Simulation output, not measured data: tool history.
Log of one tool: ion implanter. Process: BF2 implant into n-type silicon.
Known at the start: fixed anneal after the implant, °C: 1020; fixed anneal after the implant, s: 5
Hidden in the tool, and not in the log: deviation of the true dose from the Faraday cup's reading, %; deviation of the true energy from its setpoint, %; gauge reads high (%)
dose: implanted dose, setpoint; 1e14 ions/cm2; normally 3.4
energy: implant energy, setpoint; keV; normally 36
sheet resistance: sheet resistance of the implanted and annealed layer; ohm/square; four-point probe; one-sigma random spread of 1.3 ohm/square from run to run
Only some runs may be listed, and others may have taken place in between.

run,hour,dose,energy,wafers since the last listed run,hours since the last dose calibration,hours since the extraction supply was calibrated,hours since the gauge calibration,"read-back reference wafer on the same gauge, sheet resistance",sheet resistance
1,0,3.4,36,0,1750.8,1808.8,255.2,333.62,370.92
2,12.5,3.4,36,230,1763.3,1821.3,267.7,333.68,369.06
3,29,3.4,36,303,1779.8,1837.8,284.2,333.76,372.3
4,64.5,3.4,36,653,1815.3,1873.3,319.7,334.03,371.41
5,86.5,3.4,36,405,1837.3,1895.3,341.7,333.7,371.99
6,102.3,3.4,40.5,291,1853.1,1911.1,357.5,334.16,367.8
7,117.9,3.4,40.5,287,1868.7,1926.7,373.1,334.28,366.92
8,184.5,3.4,40.5,1226,1935.3,1993.3,439.7,334.29,365.98
9,215,2.64,36,561,1965.8,2023.8,470.2,333.89,461.92
10,240.7,3.4,36,473,1991.5,2049.5,495.9,333.32,372.51
11,275.7,3.4,36,644,2026.5,2084.5,530.9,334.26,371.63
# hour 295.8: Faraday cup replaced and dose calibrated
12,296.3,4.03,36,232,0.5,2105.1,551.5,334.09,305.06
13,312.8,4.03,36,303,17,2121.6,568,333.47,301.8
14,336.1,2.69,32,429,40.3,2144.9,591.3,333.96,440.34
15,367.6,3.4,36,580,71.8,2176.4,622.8,334.22,355.96
16,402.1,3.4,36,635,106.3,2210.9,657.3,333.69,356.06
17,425.1,3.4,36,423,129.3,2233.9,680.3,334.32,355.27
18,439.3,3.4,36,261,143.5,2248.1,694.5,334.11,356.21
19,459.9,3.9,42.5,379,164.1,2268.7,715.1,333.58,310.25
20,474,3.4,32,259,178.2,2282.8,729.2,334.42,364.57
21,497.1,2.75,46.5,425,201.3,2305.9,752.3,334.13,420.92
22,513.8,3.4,36,307,218,2322.6,769,333.74,356.2
# hour 532.6: extraction supply calibrated
23,547.3,3.4,36,469,251.5,14.7,802.5,334.45,356.56
24,576.3,2.73,40.5,534,280.5,43.7,831.5,334.42,430.59
25,610.2,4.38,46.5,624,314.4,77.6,865.4,334.3,279.42
26,622.2,3.4,36,221,326.4,89.6,877.4,334.2,360.86
27,635,3.4,36,235,339.2,102.4,890.2,334.36,362.5
# hour 636.6: gauge calibrated
28,668.4,2.81,41,615,372.6,135.8,31.8,334.38,418.42
29,693.9,3.4,36,469,398.1,161.3,57.3,333.88,362.3
30,719.8,4.19,48.5,477,424,187.2,83.2,334.12,291.9
31,742.3,3.4,24.5,414,446.5,209.7,105.7,333.91,376.75
32,767.4,3.4,36,462,471.6,234.8,130.8,333.86,361.07
33,794.4,2.43,39.5,497,498.6,261.8,157.8,333.93,477.01
34,824.1,2.63,45,547,528.3,291.5,187.5,333.84,441.96
35,852.1,3.4,36,515,556.3,319.5,215.5,334.26,362.92
36,871.7,3.86,43.5,361,575.9,339.1,235.1,333.63,319.94
37,895,3.03,36,429,599.2,362.4,258.4,334.14,401.47
38,930.4,3.4,36,652,634.6,397.8,293.8,333.77,364.18

For each run, what was the tool's unlogged condition?
deviation of the true energy from its setpoint, %: 0 across all the runs
gauge reads high (%): 0 across all the runs
H1: deviation of the true dose from the Faraday cup's reading, %
run,H1
1,-5.81
2,-5.82
3,-5.83
4,-5.85
5,-5.87
6,-5.88
7,-5.89
8,-5.92
9,-5.94
10,-5.95
11,-5.97
12,-0.657
13,-0.77
14,-0.925
15,-1.13
16,-1.34
17,-1.48
18,-1.56
19,-1.68
20,-1.75
21,-1.88
22,-1.97
23,-2.14
24,-2.28
25,-2.44
26,-2.49
27,-2.55
28,-2.69
29,-2.8
30,-2.9
31,-2.99
32,-3.09
33,-3.19
34,-3.29
35,-3.38
36,-3.45
37,-3.52
38,-3.63
